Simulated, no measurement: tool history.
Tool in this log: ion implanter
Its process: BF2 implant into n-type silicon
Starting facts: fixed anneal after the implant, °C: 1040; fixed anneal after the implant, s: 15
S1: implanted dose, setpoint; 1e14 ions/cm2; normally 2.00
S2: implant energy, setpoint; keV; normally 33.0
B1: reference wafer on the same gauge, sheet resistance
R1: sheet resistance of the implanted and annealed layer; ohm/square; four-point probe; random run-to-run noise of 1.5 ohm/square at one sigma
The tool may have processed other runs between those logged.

run	day	S1	S2	B1	R1
1	0.000	2.00	33.0	632.66	549.11
2	4.075	2.00	41.5	632.61	535.29
3	6.604	2.29	33.0	633.60	490.38
4	15.679	2.29	33.0	632.49	491.86
5	18.996	2.00	33.0	632.85	550.67
6	22.454	2.00	33.0	632.77	549.52
7	26.162	2.00	33.0	633.14	549.10
8	28.579	2.00	33.0	633.36	548.21
# day 34.462: Faraday cup replaced and dose calibrated
9	36.508	2.00	33.0	632.49	546.35
# day 37.117: gauge calibrated
10	39.938	2.00	33.0	633.28	547.89
11	44.133	2.00	33.0	633.14	546.02
12	48.517	2.00	33.0	634.23	547.68
13	52.625	1.70	37.0	632.96	619.56
14	64.300	2.16	33.0	632.94	511.02
15	68.692	2.41	44.5	632.14	455.49
16	70.996	2.00	33.0	633.62	549.23
17	73.733	1.66	44.0	632.59	617.16
18	76.271	1.69	40.5	632.63	616.62
19	79.362	2.00	33.0	632.69	547.71
20	81.708	1.70	37.0	632.92	619.68
21	85.175	2.56	24.5	633.48	460.76
22	87.438	2.32	26.0	633.47	498.65
23	90.288	2.00	33.0	632.77	548.31
# day 90.767: Faraday cup replaced and dose calibrated
24	92.654	1.72	37.5	632.80	612.42
# day 93.579: extraction supply calibrated
25	100.521	1.75	30.0	633.09	620.89
26	103.221	1.57	37.0	632.50	660.52
27	107.554	1.74	33.0	633.29	614.92
28	110.467	2.00	33.0	632.06	549.98
29	112.038	2.49	40.5	633.83	444.75
30	115.233	1.74	44.5	632.84	590.67
31	117.825	2.00	33.0	633.38	547.91
32	119.779	1.54	26.5	632.27	699.22
33	122.608	2.26	37.5	632.93	488.43
34	125.650	1.76	26.5	633.12	625.17
35	129.067	2.40	33.0	633.41	472.31
36	133.429	1.74	43.5	632.73	594.64

Forecast each of these 5 alternatives for the next run:
A	133.446	2.00	33.0	?	?
B	133.446	2.00	41.0	?	?
C	133.446	2.25	33.0	?	?
D	133.446	1.52	25.0	?	?
E	133.446	1.64	33.0	?	?

run	B1	R1
A	633.63	547.85
B	633.63	533.86
C	633.63	496.82
D	633.63	711.03
E	633.63	645.23
What these runs would have given with no unlogged condition in the tool:
run	R1
A	547.85
B	533.86
C	496.82
D	711.03
E	645.23
